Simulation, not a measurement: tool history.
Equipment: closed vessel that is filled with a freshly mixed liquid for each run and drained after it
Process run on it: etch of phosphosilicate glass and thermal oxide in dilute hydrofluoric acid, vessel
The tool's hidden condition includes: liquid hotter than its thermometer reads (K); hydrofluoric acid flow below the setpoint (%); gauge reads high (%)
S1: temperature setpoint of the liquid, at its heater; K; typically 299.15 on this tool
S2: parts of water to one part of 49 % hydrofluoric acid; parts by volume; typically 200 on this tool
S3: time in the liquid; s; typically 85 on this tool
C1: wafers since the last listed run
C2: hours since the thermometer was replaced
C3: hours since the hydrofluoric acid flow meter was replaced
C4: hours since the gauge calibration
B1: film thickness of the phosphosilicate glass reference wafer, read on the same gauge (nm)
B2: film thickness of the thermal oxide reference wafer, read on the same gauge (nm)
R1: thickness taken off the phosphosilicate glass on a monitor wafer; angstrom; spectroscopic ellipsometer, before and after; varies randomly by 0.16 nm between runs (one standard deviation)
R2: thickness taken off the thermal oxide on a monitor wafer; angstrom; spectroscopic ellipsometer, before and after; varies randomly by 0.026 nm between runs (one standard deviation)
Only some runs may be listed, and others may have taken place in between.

run,hour,S1,S2,S3,C1,C2,C3,C4,B1,B2,R1,R2
1,0,299.15,200,85,0,417.3,1083.4,745.9,30,39.975,346.2,19.33
2,71.5,299.15,200,85,5628,488.8,1154.9,817.4,29.99,40.009,342.1,18.79
3,134.1,299.15,200,85,4928,551.4,1217.5,880,30,40.011,342.9,18.88
4,160.8,299.15,200,85,2101,578.1,1244.2,906.7,29.99,39.979,343.1,18.99
5,216.6,299.15,200,85,4392,633.9,1300,962.5,29.99,40.009,341.5,18.9
6,277.2,299.15,200,50,4770,694.5,1360.6,1023.1,30,39.985,201.6,11.1
7,342.8,299.15,200,50,5164,760.1,1426.2,1088.7,29.99,40.046,199.8,11.15
8,405,299.15,160,85,4896,822.3,1488.4,1150.9,30,40.016,442.6,24.99
# hour 432.2: hydrofluoric acid flow meter replaced
9,457.8,299.15,230,85,4077,875.1,25.6,1203.7,29.98,40.002,306,17.06
10,512.4,299.15,230,85,4298,929.7,80.2,1258.3,30.02,39.995,306.7,16.88
11,569.4,301.15,120,115,4487,986.7,137.2,1315.3,29.99,40.023,961.7,53.52
12,640.9,301.65,265,40,5628,1058.2,208.7,1386.8,30.01,39.976,129.8,7.22
13,697.9,299.15,160,85,4487,1115.2,265.7,1443.8,29.99,40.038,473.8,25.91
# hour 749.9: gauge calibrated
14,759.4,303.15,200,85,4841,1176.7,327.2,9.5,30,40.022,414.2,22.33
15,811.2,299.15,270,70,4077,1228.5,379,61.3,30,40.028,201,11.23
# hour 838.2: thermometer replaced
16,846.6,299.15,100,65,2708,8.4,414.4,96.7,29.98,39.981,617.5,34.3
17,883.2,299.15,200,35,2881,45,451,133.3,30.01,40.027,148.6,8.11
18,925.8,299.15,200,85,3353,87.6,493.6,175.9,30.01,39.959,357.3,19.88
19,953.1,299.15,200,85,2149,114.9,520.9,203.2,30,39.998,357.3,19.61
20,1015.3,299.15,200,85,4896,177.1,583.1,265.4,30,40,354.7,19.62
21,1071.7,299.15,200,85,4440,233.5,639.5,321.8,29.98,39.992,355.4,19.32
22,1106.4,294.15,265,85,2731,268.2,674.2,356.5,30,39.993,207.1,11.53
23,1132.9,300.65,285,120,2086,294.7,700.7,383,29.99,39.999,334.1,18.96
24,1204.4,299.15,200,85,5628,366.2,772.2,454.5,30,40.003,350.3,19.32
25,1238.3,299.15,125,65,2668,400.1,806.1,488.4,29.99,39.968,472.1,26.33
26,1263.4,295.65,245,85,1975,425.2,831.2,513.5,30,40.017,241.1,13.54

What differs in the tool's unlogged condition from the final listed run ahead of each entry between runs to the first listed run following it?
Run 8 -> run 9: hydrofluoric acid flow meter replaced (hour 432.2)
  hydrofluoric acid flow below the setpoint (%): 5.32 -> 0.165
  measured result minus the result with no hidden state, R1: -29.8 -> -0.7 angstrom; R2: -1.69 -> -0.03 angstrom
Run 13 -> run 14: gauge calibrated (hour 749.9)
  hydrofluoric acid flow below the setpoint (%): 0.946 -> 1.15
  measured result minus the result with no hidden state, R1: -5.4 -> -5.9 angstrom; R2: -0.29 -> -0.32 angstrom
Run 15 -> run 16: thermometer replaced (hour 838.2)
  hydrofluoric acid flow below the setpoint (%): 1.31 -> 1.43
  measured result minus the result with no hidden state, R1: -3.5 -> -10.1 angstrom; R2: -0.19 -> -0.56 angstrom
